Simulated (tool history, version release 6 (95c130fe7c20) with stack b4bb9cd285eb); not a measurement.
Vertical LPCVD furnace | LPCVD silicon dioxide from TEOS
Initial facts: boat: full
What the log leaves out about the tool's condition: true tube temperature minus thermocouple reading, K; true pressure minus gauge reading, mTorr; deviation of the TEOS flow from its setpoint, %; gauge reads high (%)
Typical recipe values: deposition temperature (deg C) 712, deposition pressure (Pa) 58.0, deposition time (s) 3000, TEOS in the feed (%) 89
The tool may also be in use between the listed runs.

run   hour  deposition temperature (deg C)  deposition pressure (Pa)  deposition time (s)  TEOS in the feed (%)  wafers since the last listed run  hours since the last temperature calibration  hours since the pressure gauge was zeroed  hours since the TEOS flow controller was replaced  hours since the gauge calibration  read-back reference wafer on the same gauge, thickness  film thickness on the monitor wafer in the middle of the boat (Å)
  1    0.0                             712                      58.0                 2700                    89                                 0                                        4211.2                                     2694.7                                             2922.5                             1379.7                                                  792.87                                                             6625.1
  2   32.0                             712                      58.0                 3000                    89                               261                                        4243.2                                     2726.7                                             2954.5                             1411.7                                                  792.75                                                             7374.9
  3   76.8                             712                      58.0                 3000                    89                               366                                        4288.0                                     2771.5                                             2999.3                             1456.5                                                  793.46                                                             7384.5
  4  107.5                             712                      58.0                 3000                    89                               251                                        4318.7                                     2802.2                                             3030.0                             1487.2                                                  794.11                                                             7387.0
  5  177.7                             712                      58.0                 3000                    89                               574                                        4388.9                                     2872.4                                             3100.2                             1557.4                                                  794.35                                                             7320.0
  6  246.0                             712                      58.0                 3000                    89                               558                                        4457.2                                     2940.7                                             3168.5                             1625.7                                                  795.42                                                             7385.0
  7  310.3                             712                      58.0                 3000                    89                               525                                        4521.5                                     3005.0                                             3232.8                             1690.0                                                  794.42                                                             7397.8
  8  382.0                             712                      58.0                 3000                    89                               586                                        4593.2                                     3076.7                                             3304.5                             1761.7                                                  795.06                                                             7380.0
  9  431.1                             704                      58.0                 3000                    89                               401                                        4642.3                                     3125.8                                             3353.6                             1810.8                                                  795.22                                                             6172.5
 10  465.7                             704                      58.0                 3000                    89                               283                                        4676.9                                     3160.4                                             3388.2                             1845.4                                                  795.63                                                             6159.1
     529.7  -- pressure gauge zeroed
     537.7  -- TEOS flow controller replaced
 11  538.2                             707                      58.0                 3000                    89                               330                                        4749.4                                        8.5                                                0.5                             1917.9                                                  794.99                                                             6578.1
 12  571.8                             707                      58.0                 3000                    89                               274                                        4783.0                                       42.1                                               34.1                             1951.5                                                  796.55                                                             6562.9
 13  607.4                             712                      58.0                 2730                    97                               291                                        4818.6                                       77.7                                               69.7                             1987.1                                                  796.19                                                             6993.0
 14  676.1                             704                      58.0                 3000                    89                               561                                        4887.3                                      146.4                                              138.4                             2055.8                                                  796.74                                                             6179.5
 15  708.9                             712                      58.0                 3000                    89                               268                                        4920.1                                      179.2                                              171.2                             2088.6                                                  794.74                                                             7395.3
 16  750.7                             712                      58.0                 3450                    89                               341                                        4961.9                                      221.0                                              213.0                             2130.4                                                  795.75                                                             8532.1
 17  814.0                             712                      58.0                 3000                    78                               517                                        5025.2                                      284.3                                              276.3                             2193.7                                                  797.08                                                             6948.6
     840.8  -- thermocouples replaced and temperature profile calibrated
 18  849.2                             724                      66.7                 3000                    89                                91                                           8.4                                      319.5                                              311.5                             2228.9                                                  795.78                                                            10438.8

The next listed run, before its measurement:
 19  885.6                             712                      58.0                 3000                    89                               297                                          44.8                                      355.9                                              347.9                             2265.3                                                       ?                                                                  ?

For run 19 the tool returned read-back reference wafer on the same gauge, thickness 796.21, film thickness on the monitor wafer in the middle of the boat (Å) 7415.2.
Were there no unlogged condition in the tool, this run, its random variation unchanged, would have produced film thickness on the monitor wafer in the middle of the boat (Å) 7196.6.

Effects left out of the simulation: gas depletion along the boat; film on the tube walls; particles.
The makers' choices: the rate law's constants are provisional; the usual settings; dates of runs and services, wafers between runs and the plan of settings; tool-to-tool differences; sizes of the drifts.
